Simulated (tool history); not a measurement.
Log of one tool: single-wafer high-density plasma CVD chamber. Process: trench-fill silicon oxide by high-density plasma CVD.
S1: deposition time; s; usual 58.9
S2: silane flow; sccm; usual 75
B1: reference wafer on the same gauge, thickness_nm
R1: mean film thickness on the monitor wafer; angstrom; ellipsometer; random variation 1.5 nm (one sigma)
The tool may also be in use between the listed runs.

run	hour	S1	S2	B1	R1
1	0	58.9	75	468.42	4860.38
2	69.1	58.9	75	469.104	4862.2
3	99.9	58.9	79	468.582	5077.21
4	124.2	58.9	79	468.382	5079.05
5	156.7	58.9	72	468.921	4675.32
6	195.5	58.9	75	469.419	4848.03
7	220.7	58.9	75	468.897	4867.28
8	270.2	58.9	75	469.011	4881.63
9	312.7	58.9	75	468.058	4860.44
10	359.7	58.9	75	469.065	4863.99
11	386.7	58.9	75	469.19	4842.3
12	444.4	67.5	78	468.972	5804.62
13	469.2	67.5	78	468.523	5777.19
14	496.3	58.9	87	469.238	5616.4
15	565.1	58.9	87	468.826	5602.83
16	626.9	58.9	87	468.99	5577.02
17	653.5	58.9	67	469.438	4388.77
18	722.8	58.9	75	468.923	4854.14
# hour 774.9: gauge calibrated
19	777.8	58.9	75	469.213	4855
20	807.4	53.4	69	469.156	4074.01
# hour 816.2: silane flow controller replaced
21	871.3	53.9	82	469.401	4681.93
22	901.4	49.2	85	469.221	4430.69
23	927.3	67.8	69	468.881	4994.63
24	976.3	51.9	70	468.94	3891.88
25	1070.1	58.9	75	468.453	4698.88
26	1122.4	63	69	469.14	4645.53
27	1185.5	70.1	70	469.035	5275.58
28	1237.2	51.2	64	469.458	3530.25
29	1275.3	58.9	75	468.776	4719.29
30	1339.8	55.1	83	468.779	4933.39
31	1397	54	82	469.655	4742.65
32	1525.2	66.5	66	468.993	4759.26
33	1549.3	67	75	468.977	5415.87
34	1619.9	68.9	61	468.058	4583.99
35	1665	70.7	66	469.281	5083.66
# hour 1669.3: gauge calibrated
36	1701	58.9	75	469.29	4790.72
37	1738.3	58.9	75	469.171	4787.68
38	1808.9	69.7	81	468.9	6101.39

3 ways to go on from here, each from the tool as it stands after run 38. What would each give?
A	1809.3	52.1	75	?	?
B	1809.3	69.5	67	?	?
C	1809.3	50.8	66	?	?

run	B1	R1
A	469.359	4246.04
B	469.359	5077.1
C	469.359	3657.4
Without the tool's hidden state the same runs would have given:
run	R1
A	4143.81
B	4954.86
C	3569.34
